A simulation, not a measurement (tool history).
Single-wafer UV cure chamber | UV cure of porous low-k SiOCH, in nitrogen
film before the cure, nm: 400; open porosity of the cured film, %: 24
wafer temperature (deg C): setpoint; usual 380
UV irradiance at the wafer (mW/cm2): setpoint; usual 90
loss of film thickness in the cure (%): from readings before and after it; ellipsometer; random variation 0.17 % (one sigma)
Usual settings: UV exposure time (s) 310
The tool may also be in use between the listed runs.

run	day	wafer temperature (deg C)	UV exposure time (s)	UV irradiance at the wafer (mW/cm2)	wafers since the last listed run	hours since the UV bulbs were replaced	wafers since the quartz window was cleaned	loss of film thickness in the cure (%)
1	0	380	310	90	0	1619.8	1556	12.224
2	0.575	380	400	90	197	1633.6	1753	13.355
3	0.942	380	400	90	125	1642.4	1879	13.109
4	1.5	394	310	90	191	1655.8	2070	12.423
5	1.8	380	310	90	102	1663	2173	12.247
6	2.225	380	310	90	145	1673.2	2319	11.953
7	2.896	388	310	90	230	1689.3	2549	12.32
8	3.329	388	310	90	148	1699.7	2697	12.606
9	5.117	388	310	90	612	1742.6	3310	12.316
10	5.567	380	310	90	154	1753.4	3464	12.284
11	5.925	380	310	90	122	1762	3587	12.077
12	6.279	380	310	90	121	1770.5	3709	12.224
# day 6.892: quartz window cleaned
13	6.912	380	310	90	102	1785.7	7	12.141
14	7.404	380	310	90	168	1797.5	176	12.142
15	7.742	380	310	90	115	1805.6	292	11.909
16	8.471	380	310	90	250	1823.1	542	12.043
17	9.158	380	310	90	235	1839.6	777	11.966
18	9.433	380	310	90	94	1846.2	872	12.184
19	10.092	380	310	90	225	1862	1097	12.229
20	10.471	380	310	90	130	1871.1	1227	12.338

Run 21 comes next. What will it give?
21	10.933	368	310	90	158	1882.2	1386	?

loss of film thickness in the cure (%): 12.314
Without the tool's hidden state the same run would have given loss of film thickness in the cure (%) 12.314.

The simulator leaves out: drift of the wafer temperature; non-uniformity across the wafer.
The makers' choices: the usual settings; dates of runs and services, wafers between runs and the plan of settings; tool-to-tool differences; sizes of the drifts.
